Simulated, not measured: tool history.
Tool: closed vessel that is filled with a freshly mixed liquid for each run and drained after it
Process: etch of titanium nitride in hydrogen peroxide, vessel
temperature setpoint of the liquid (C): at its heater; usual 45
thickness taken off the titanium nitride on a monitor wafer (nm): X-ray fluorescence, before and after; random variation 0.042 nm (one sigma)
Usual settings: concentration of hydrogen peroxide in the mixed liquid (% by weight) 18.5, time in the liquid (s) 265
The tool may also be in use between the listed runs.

run	day	temperature setpoint of the liquid (C)	concentration of hydrogen peroxide in the mixed liquid (% by weight)	time in the liquid (s)	read-back film thickness of the titanium nitride reference wafer, read on the same gauge (nm)	thickness taken off the titanium nitride on a monitor wafer (nm)
1	0	38.5	18.5	265	89.99	2.94
2	2.958	45	18.5	265	89.93	4.83
3	5.629	45	17	265	90.05	4.77
4	8.629	45	17	265	89.96	4.66
5	10.908	45	17	265	90	4.7
6	12.883	50	20.5	265	89.97	7.01
# day 13.488: gauge calibrated
7	14.433	49	18.5	265	89.99	6.35
8	16.508	49	18.5	265	90.05	6.41
9	18.104	49	18.5	265	90	6.31
10	19.221	48.5	18.5	185	89.99	4.25
11	21.225	49	18.5	265	89.99	6.25
12	22.333	51.5	18.5	265	89.93	7.46
13	25.229	42	14	165	90.03	2.13
# day 26.771: thermometer replaced
14	28.079	50	18.5	195	89.99	6.05
# day 32.267: peroxide flow meter replaced
# day 34.167: new drum of peroxide connected
15	37.054	45	18.5	265	89.96	5.53
# day 38.675: gauge calibrated
16	39.333	45	20	220	90.04	4.67
17	41.012	45	14.5	265	90.03	5.13
18	43.662	38.5	17	265	89.95	3.27

5 ways to go on from here, each from the tool as it stands after run 18. What would each give?
A	43.692	45	18.5	265	?	?
B	43.692	48	21	200	?	?
C	43.692	49.5	18.5	385	?	?
D	43.692	45	18.5	195	?	?
E	43.692	50	18.5	310	?	?

run	read-back film thickness of the titanium nitride reference wafer, read on the same gauge (nm)	thickness taken off the titanium nitride on a monitor wafer (nm)
A	89.99	5.43
B	89.99	5.26
C	89.99	11
D	89.99	4
E	89.99	9.19
Without the tool's hidden state the same runs would have given:
run	thickness taken off the titanium nitride on a monitor wafer (nm)
A	5.76
B	5.58
C	11.65
D	4.24
E	9.73
